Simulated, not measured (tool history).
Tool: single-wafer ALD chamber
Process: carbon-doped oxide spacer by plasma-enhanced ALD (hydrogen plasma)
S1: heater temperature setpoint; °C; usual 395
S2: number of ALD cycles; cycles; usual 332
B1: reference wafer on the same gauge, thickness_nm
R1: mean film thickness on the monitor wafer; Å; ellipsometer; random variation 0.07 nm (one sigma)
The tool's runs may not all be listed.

{"run": 1, "hour": 0.0, "S1": 395, "S2": 332, "B1": 15.951, "R1": 149.55}
{"run": 2, "hour": 34.1, "S1": 395, "S2": 332, "B1": 15.945, "R1": 149.78}
{"run": 3, "hour": 71.8, "S1": 395, "S2": 332, "B1": 15.925, "R1": 149.67}
{"run": 4, "hour": 110.8, "S1": 395, "S2": 382, "B1": 15.915, "R1": 172.5}
{"run": 5, "hour": 153.1, "S1": 395, "S2": 332, "B1": 15.875, "R1": 149.41}
{"run": 6, "hour": 184.9, "S1": 395, "S2": 332, "B1": 15.857, "R1": 148.88}
{"run": 7, "hour": 223.7, "S1": 395, "S2": 332, "B1": 15.828, "R1": 149.56}
{"run": 8, "hour": 279.6, "S1": 395, "S2": 367, "B1": 15.796, "R1": 166.34}
{"run": 9, "hour": 351.6, "S1": 395, "S2": 367, "B1": 15.772, "R1": 164.48}
{"run": 10, "hour": 415.9, "S1": 395, "S2": 367, "B1": 15.732, "R1": 164.95}
{"run": 11, "hour": 486.1, "S1": 395, "S2": 281, "B1": 15.68, "R1": 125.39}
{"run": 12, "hour": 680.9, "S1": 395, "S2": 281, "B1": 15.578, "R1": 125.06}
{"run": 13, "hour": 715.9, "S1": 395, "S2": 281, "B1": 15.567, "R1": 124}
{"run": 14, "hour": 773.4, "S1": 400, "S2": 332, "B1": 15.516, "R1": 145.28}
{"run": 15, "hour": 805.9, "S1": 400, "S2": 332, "B1": 16.343, "R1": 153.92}
{"run": 16, "hour": 858.3, "S1": 395, "S2": 291, "B1": 16.326, "R1": 136.04}
{"run": 17, "hour": 914.7, "S1": 395, "S2": 291, "B1": 16.282, "R1": 135}
{"run": 18, "hour": 981.3, "S1": 395, "S2": 291, "B1": 16.24, "R1": 134.42}
{"run": 19, "hour": 1041.9, "S1": 386, "S2": 332, "B1": 16.219, "R1": 152.72}
{"run": 20, "hour": 1094.5, "S1": 395, "S2": 382, "B1": 16.195, "R1": 175.5}
{"run": 21, "hour": 1165.2, "S1": 395, "S2": 308, "B1": 16.147, "R1": 141.52}
{"run": 22, "hour": 1193.6, "S1": 407, "S2": 299, "B1": 16.129, "R1": 133.6}
{"run": 23, "hour": 1259.9, "S1": 395, "S2": 332, "B1": 16.089, "R1": 150.96}
{"run": 24, "hour": 1312.3, "S1": 395, "S2": 332, "B1": 16.061, "R1": 151.89}
{"run": 25, "hour": 1362.3, "S1": 381, "S2": 332, "B1": 16.029, "R1": 150.05}
{"run": 26, "hour": 1405.2, "S1": 404, "S2": 370, "B1": 16.019, "R1": 165.8}
{"run": 27, "hour": 1459.9, "S1": 388, "S2": 391, "B1": 15.977, "R1": 177.94}
{"run": 28, "hour": 1492.7, "S1": 395, "S2": 332, "B1": 15.952, "R1": 148.97}
{"run": 29, "hour": 1536.7, "S1": 395, "S2": 332, "B1": 15.951, "R1": 150.06}
{"run": 30, "hour": 1601.6, "S1": 407, "S2": 374, "B1": 15.909, "R1": 164.89}
{"run": 31, "hour": 1666.1, "S1": 395, "S2": 332, "B1": 15.876, "R1": 148.71}
{"run": 32, "hour": 1702.5, "S1": 382, "S2": 291, "B1": 15.855, "R1": 131.21}
{"run": 33, "hour": 1728.9, "S1": 384, "S2": 270, "B1": 15.845, "R1": 120.67}
{"run": 34, "hour": 1856.3, "S1": 382, "S2": 275, "B1": 15.77, "R1": 121.83}
{"run": 35, "hour": 1915.8, "S1": 405, "S2": 307, "B1": 15.723, "R1": 134.17}
{"run": 36, "hour": 1974.7, "S1": 395, "S2": 332, "B1": 15.696, "R1": 146.92}
{"run": 37, "hour": 2003.0, "S1": 403, "S2": 332, "B1": 15.672, "R1": 145.82}
{"run": 38, "hour": 2067.7, "S1": 382, "S2": 306, "B1": 15.648, "R1": 136.81}

Taken out of this log: 2 entries between the listed runs. Where each belongs, and how the hidden state differs across it:
Between runs 14 and 15: gauge calibrated (hour 774.7)
  gauge reads high (%): -5.31 -> -0.31
  measured less the result without the state, R1: -8.16 -> -0.48 Å
Between runs 23 and 24: thermocouple changed; heater temperature recalibrated (hour 1273.5)
  gauge reads high (%): -1.85 -> -2.02
  measured less the result without the state, R1: -2.85 -> -3.14 Å
